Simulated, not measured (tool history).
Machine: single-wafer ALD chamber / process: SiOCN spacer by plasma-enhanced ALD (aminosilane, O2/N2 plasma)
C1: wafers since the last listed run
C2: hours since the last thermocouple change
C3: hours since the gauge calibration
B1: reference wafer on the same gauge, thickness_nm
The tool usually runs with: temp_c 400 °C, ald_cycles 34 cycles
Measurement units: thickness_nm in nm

Run 1, hour 0.0: usual settings; C1 0; C2 2111.9; C3 130.1; B1 1.890. Result: thickness_nm 2.239 nm.
Run 2, hour 8.6: usual settings; C1 40; C2 2120.5; C3 138.7; B1 1.889. Result: thickness_nm 2.242 nm.
Run 3, hour 26.6: usual settings; C1 83; C2 2138.5; C3 156.7; B1 1.891. Result: thickness_nm 2.255 nm.
Run 4, hour 43.6: usual settings; C1 79; C2 2155.5; C3 173.7; B1 1.891. Result: thickness_nm 2.252 nm.
Run 5, hour 50.9: usual settings; C1 34; C2 2162.8; C3 181.0; B1 1.890. Result: thickness_nm 2.236 nm.
Run 6, hour 58.8: usual settings; C1 36; C2 2170.7; C3 188.9; B1 1.890. Result: thickness_nm 2.257 nm.
Run 7, hour 66.8: usual settings; C1 37; C2 2178.7; C3 196.9; B1 1.888. Result: thickness_nm 2.236 nm.
At hour 72.9: gauge calibrated.
Run 8, hour 81.1: usual settings; C1 66; C2 2193.0; C3 8.2; B1 1.891. Result: thickness_nm 2.240 nm.
At hour 133.5: thermocouple changed; heater temperature recalibrated.
Run 9, hour 134.0: usual settings; C1 209; C2 0.5; C3 61.1; B1 1.889. Result: thickness_nm 2.241 nm.
Run 10, hour 148.3: usual settings; C1 66; C2 14.8; C3 75.4; B1 1.890. Result: thickness_nm 2.247 nm.
Run 11, hour 154.5: usual settings but temp_c 393 °C, ald_cycles 37 cycles; C1 28; C2 21.0; C3 81.6; B1 1.892. Result: thickness_nm 2.444 nm.
Run 12, hour 169.7: usual settings; C1 70; C2 36.2; C3 96.8; B1 1.889. Result: thickness_nm 2.258 nm.
Run 13, hour 180.2: usual settings; C1 48; C2 46.7; C3 107.3; B1 1.889. Result: thickness_nm 2.250 nm.
Run 14, hour 190.2: usual settings; C1 46; C2 56.7; C3 117.3; B1 1.891. Result: thickness_nm 2.234 nm.
Run 15, hour 205.4: usual settings but temp_c 412 °C; C1 70; C2 71.9; C3 132.5; B1 1.890. Result: thickness_nm 2.173 nm.
Run 16, hour 221.6: usual settings but temp_c 406 °C, ald_cycles 28 cycles; C1 75; C2 88.1; C3 148.7; B1 1.889. Result: thickness_nm 1.817 nm.
Run 17, hour 230.0: usual settings but temp_c 408 °C, ald_cycles 31 cycles; C1 39; C2 96.5; C3 157.1; B1 1.890. Result: thickness_nm 2.006 nm.
Run 18, hour 237.3: usual settings; C1 34; C2 103.8; C3 164.4; B1 1.890. Result: thickness_nm 2.248 nm.
Run 19, hour 248.2: usual settings but temp_c 391 °C, ald_cycles 39 cycles; C1 50; C2 114.7; C3 175.3; B1 1.889. Result: thickness_nm 2.583 nm.
Run 20, hour 258.0: usual settings but temp_c 393 °C, ald_cycles 37 cycles; C1 45; C2 124.5; C3 185.1; B1 1.890. Result: thickness_nm 2.452 nm.
Run 21, hour 266.9: usual settings; C1 41; C2 133.4; C3 194.0; B1 1.891. Result: thickness_nm 2.241 nm.
At hour 275.6: gauge calibrated.
Run 22, hour 278.3: usual settings but temp_c 391 °C, ald_cycles 31 cycles; C1 53; C2 144.8; C3 2.7; B1 1.889. Result: thickness_nm 2.055 nm.
Run 23, hour 287.0: usual settings but temp_c 407 °C, ald_cycles 31 cycles; C1 40; C2 153.5; C3 11.4; B1 1.888. Result: thickness_nm 2.013 nm.
Run 24, hour 303.7: usual settings; C1 77; C2 170.2; C3 28.1; B1 1.889. Result: thickness_nm 2.252 nm.
Run 25, hour 311.6: usual settings but ald_cycles 30 cycles; C1 36; C2 178.1; C3 36.0; B1 1.891. Result: thickness_nm 1.988 nm.
Run 26, hour 320.8: usual settings but temp_c 385 °C, ald_cycles 29 cycles; C1 42; C2 187.3; C3 45.2; B1 1.891. Result: thickness_nm 1.915 nm.
Run 27, hour 334.5: usual settings; C1 63; C2 201.0; C3 58.9; B1 1.890. Result: thickness_nm 2.256 nm.
Run 28, hour 348.9: usual settings but temp_c 411 °C, ald_cycles 39 cycles; C1 67; C2 215.4; C3 73.3; B1 1.890. Result: thickness_nm 2.505 nm.
Run 29, hour 364.6: usual settings but temp_c 396 °C, ald_cycles 31 cycles; C1 73; C2 231.1; C3 89.0; B1 1.890. Result: thickness_nm 2.043 nm.

Each row is a separate what-if for the run after 29, all from the same tool condition, not one after another. Results?
Run A, hour 365.1: usual settings; C1 2; C2 231.6; C3 89.5; B1 ?. Result: thickness_nm ?.
Run B, hour 365.1: usual settings but temp_c 388 °C, ald_cycles 36 cycles; C1 2; C2 231.6; C3 89.5; B1 ?. Result: thickness_nm ?.
Run C, hour 365.1: usual settings but temp_c 414 °C, ald_cycles 28 cycles; C1 2; C2 231.6; C3 89.5; B1 ?. Result: thickness_nm ?.
Run D, hour 365.1: usual settings but temp_c 412 °C, ald_cycles 28 cycles; C1 2; C2 231.6; C3 89.5; B1 ?. Result: thickness_nm ?.
Run E, hour 365.1: usual settings but temp_c 409 °C, ald_cycles 28 cycles; C1 2; C2 231.6; C3 89.5; B1 ?. Result: thickness_nm ?.

run     B1  thickness_nm
  A  1.888         2.240
  B  1.888         2.372
  C  1.888         1.776
  D  1.888         1.786
  E  1.888         1.801
With no hidden state in the tool, these same runs would have given:
run  thickness_nm
  A         2.240
  B         2.372
  C         1.776
  D         1.786
  E         1.801
